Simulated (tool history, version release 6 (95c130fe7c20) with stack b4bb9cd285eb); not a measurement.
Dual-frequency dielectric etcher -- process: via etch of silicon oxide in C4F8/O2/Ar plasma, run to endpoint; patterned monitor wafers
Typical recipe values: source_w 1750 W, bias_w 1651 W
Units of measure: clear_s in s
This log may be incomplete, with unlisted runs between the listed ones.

run     day  source_w  bias_w  wafers since the last listed run  hours since the last wet clean  hours since the last source power generator calibration  hours since the last bias power generator calibration  hours since the last upper electrode change  incoming incoming film thickness, nm  clear_s
  1   0.000      2080    1651                                 0                           106.9                                                   3097.6                                                 3584.4                                       1380.7                                1529.0    307.5
  2   0.742      2080    1651                               144                           124.7                                                   3115.4                                                 3602.2                                       1398.5                                1536.8    310.0
  3   1.592      2080    1651                               165                           145.1                                                   3135.8                                                 3622.6                                       1418.9                                1533.2    312.3
  4   2.358      1750    1651                               149                           163.5                                                   3154.2                                                 3641.0                                       1437.3                                1529.5    345.8
  5   3.596      1750    1651                               241                           193.2                                                   3183.9                                                 3670.7                                       1467.0                                1544.1    354.3
  6   6.658      1850    1975                               597                           266.7                                                   3257.4                                                 3744.2                                       1540.5                                1535.5    318.4
  7   7.250      1750    1651                               115                           280.9                                                   3271.6                                                 3758.4                                       1554.7                                1534.7    354.9
  8   8.088      1750    1651                               163                           301.0                                                   3291.7                                                 3778.5                                       1574.8                                1518.7    349.9
  9   9.517      1900    1651                               278                           335.3                                                   3326.0                                                 3812.8                                       1609.1                                1547.8    340.5
 10  10.654      1750    1651                               222                           362.6                                                   3353.3                                                 3840.1                                       1636.4                                1525.8    353.5
 11  11.412      1750    1651                               148                           380.8                                                   3371.5                                                 3858.3                                       1654.6                                1531.3    358.8
 12  12.054      1490    1651                               125                           396.2                                                   3386.9                                                 3873.7                                       1670.0                                1545.7    398.3
 13  13.542      1490    1651                               290                           431.9                                                   3422.6                                                 3909.4                                       1705.7                                1538.4    403.9
     15.642  -- wet clean of the chamber
 14  15.662      1500    1651                               218                             0.5                                                   3473.5                                                 3960.3                                       1756.6                                1542.1    380.1
 15  16.188      1750    1651                               102                            13.1                                                   3486.1                                                 3972.9                                       1769.2                                1538.1    344.0
 16  16.942      1750    1651                               147                            31.2                                                   3504.2                                                 3991.0                                       1787.3                                1533.4    342.7
 17  18.392      1750    1651                               283                            66.0                                                   3539.0                                                 4025.8                                       1822.1                                1526.6    341.8
 18  19.329      1970    1794                               183                            88.5                                                   3561.5                                                 4048.3                                       1844.6                                1539.5    311.0
 19  20.396      2080    1288                               208                           114.1                                                   3587.1                                                 4073.9                                       1870.2                                1542.6    341.2
     23.992  -- bias power generator calibrated
 20  24.612      1750    1946                               790                           215.3                                                   3688.3                                                   14.9                                       1971.4                                1529.6    330.5
 21  25.596      2110    1440                               191                           238.9                                                   3711.9                                                   38.5                                       1995.0                                1538.8    328.1
     26.946  -- upper electrode replaced
 22  26.967      1520    1651                                72                           271.8                                                   3744.8                                                   71.4                                          0.5                                1531.6    384.4
 23  27.175      2110    1825                                40                           276.8                                                   3749.8                                                   76.4                                          5.5                                1533.4    302.4
     27.788  -- source power generator calibrated
 24  28.633      1750    1920                               252                           311.8                                                     20.3                                                  111.4                                         40.5                                1548.9    334.6
 25  29.996      1350    1984                               265                           344.5                                                     53.0                                                  144.1                                         73.2                                1531.9    397.9
 26  30.900      1750    1651                               176                           366.2                                                     74.7                                                  165.8                                         94.9                                1515.0    355.9
 27  32.246      1340    1651                               262                           398.5                                                    107.0                                                  198.1                                        127.2                                1537.8    429.7
 28  32.746      1750    1543                                97                           410.5                                                    119.0                                                  210.1                                        139.2                                1547.1    371.9
 29  33.362      1750    1651                               120                           425.3                                                    133.8                                                  224.9                                        154.0                                1548.2    363.5
 30  34.825      1750    1651                               285                           460.4                                                    168.9                                                  260.0                                        189.1                                1536.3    363.5

State the hidden condition of the tool at each of the runs:
source power that arrives over what is set, %: 0 across all the runs
bias power that arrives over what is set, %: 0 across all the runs
H1: etch rate over this chamber's usual, %
run      H1
  1   -1.48
  2   -1.69
  3   -1.94
  4   -2.16
  5   -2.51
  6   -3.38
  7   -3.55
  8   -3.79
  9    -4.2
 10   -4.53
 11   -4.74
 12   -4.93
 13   -5.35
 14  -0.386
 15  -0.536
 16  -0.751
 17   -1.17
 18   -1.43
 19   -1.74
 20   -2.94
 21   -3.22
 22   -3.62
 23   -3.68
 24   -4.09
 25   -4.48
 26   -4.74
 27   -5.12
 28   -5.27
 29   -5.44
 30   -5.86
